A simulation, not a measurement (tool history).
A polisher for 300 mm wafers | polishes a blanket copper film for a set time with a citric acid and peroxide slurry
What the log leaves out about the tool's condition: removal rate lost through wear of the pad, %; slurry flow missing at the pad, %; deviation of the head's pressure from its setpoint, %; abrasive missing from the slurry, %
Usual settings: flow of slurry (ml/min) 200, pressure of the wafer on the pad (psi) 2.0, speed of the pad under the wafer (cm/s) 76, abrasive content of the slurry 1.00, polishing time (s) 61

run	hour	flow of slurry (ml/min)	pressure of the wafer on the pad (psi)	speed of the pad under the wafer (cm/s)	abrasive content of the slurry	polishing time (s)	wafers since the last listed run	wafers polished on this pad	hours since the slurry nozzle was cleaned	hours since the head pressure was calibrated	hours since the slurry blender was calibrated	incoming thickness of the incoming film, nm	film removed (angstrom)
1	0.0	200	2.0	76	1.00	61	0	1339	271.6	667.2	275.0	1081.4	686
# hour 28.8: slurry blender recalibrated
# hour 54.1: worn pad replaced by a new one
# hour 66.2: head pressure recalibrated
2	70.7	200	2.2	76	1.00	69	395	91	342.3	4.5	41.9	1080.1	850
3	106.1	200	2.2	76	1.00	69	223	315	377.7	39.9	77.3	1057.7	842
4	172.5	200	2.0	76	1.00	61	418	734	444.1	106.3	143.7	1081.6	679
5	235.6	200	2.0	76	1.00	61	398	1132	507.2	169.4	206.8	1072.0	688
# hour 290.8: slurry blender recalibrated
# hour 300.2: worn pad replaced by a new one
6	379.5	200	2.0	76	1.00	61	869	500	651.1	313.3	88.7	1073.6	677
7	446.5	200	2.0	76	1.00	61	422	922	718.1	380.3	155.7	1076.3	690
8	500.2	220	2.0	76	1.00	61	338	1261	771.8	434.0	209.4	1098.7	699
# hour 510.6: slurry nozzle cleaned
# hour 554.8: slurry blender recalibrated
9	555.3	200	2.0	76	1.00	61	328	1590	44.7	489.1	0.5	1088.7	686
# hour 559.7: worn pad replaced by a new one
10	606.7	200	2.0	76	1.00	61	298	296	96.1	540.5	51.9	1098.6	672
11	635.6	200	2.0	76	1.00	61	182	478	125.0	569.4	80.8	1082.1	683
12	693.4	200	2.0	76	1.00	61	364	843	182.8	627.2	138.6	1091.2	682
# hour 695.8: head pressure recalibrated
13	754.9	200	2.0	76	1.00	61	375	1218	244.3	59.1	200.1	1072.2	685
# hour 794.9: slurry blender recalibrated
14	810.4	200	1.6	60	0.85	61	337	1556	299.8	114.6	15.5	1057.0	435
# hour 819.9: worn pad replaced by a new one
15	845.7	200	2.0	76	1.00	61	197	162	335.1	149.9	50.8	1093.6	693
16	905.5	200	2.0	76	1.00	61	377	539	394.9	209.7	110.6	1077.2	677
17	970.6	200	2.0	76	0.85	61	410	950	460.0	274.8	175.7	1073.9	647
18	1024.7	200	2.0	76	0.80	77	341	1291	514.1	328.9	229.8	1078.1	798
19	1051.4	200	2.0	76	1.00	61	168	1459	540.8	355.6	256.5	1061.1	679
# hour 1082.0: slurry blender recalibrated
# hour 1089.7: worn pad replaced by a new one
20	1116.4	200	2.0	76	1.00	71	372	168	605.8	420.6	34.4	1094.5	803
21	1149.1	200	2.0	76	1.00	40	206	374	638.5	453.3	67.1	1092.8	449
22	1201.9	200	2.0	76	1.00	61	333	707	691.3	506.1	119.9	1065.3	682
23	1244.6	200	2.3	62	1.00	61	269	976	734.0	548.8	162.6	1079.5	656
24	1292.6	200	1.4	52	1.00	61	302	1279	782.0	596.8	210.6	1086.9	355
# hour 1351.8: slurry nozzle cleaned
25	1352.3	235	2.7	76	1.15	51	370	1649	0.5	656.5	270.3	1089.2	805
# hour 1371.0: worn pad replaced by a new one
# hour 1377.9: slurry blender recalibrated
26	1380.5	200	2.0	76	0.75	54	140	47	28.7	684.7	2.6	1093.1	552

Here are 4 independent what-if runs from the current tool condition. What would each one return?
A	1380.9	200	2.0	76	1.00	61	2	50	29.1	685.1	3.0	1066.5	?
B	1380.9	245	2.0	76	0.75	61	2	50	29.1	685.1	3.0	1066.5	?
C	1380.9	200	2.5	76	1.00	42	2	50	29.1	685.1	3.0	1066.5	?
D	1380.9	225	2.6	76	1.00	61	2	50	29.1	685.1	3.0	1066.5	?

run	film removed (angstrom)
A	681
B	640
C	580
D	888
Without the tool's unlogged condition, the same runs would have read:
run	film removed (angstrom)
A	681
B	640
C	580
D	888
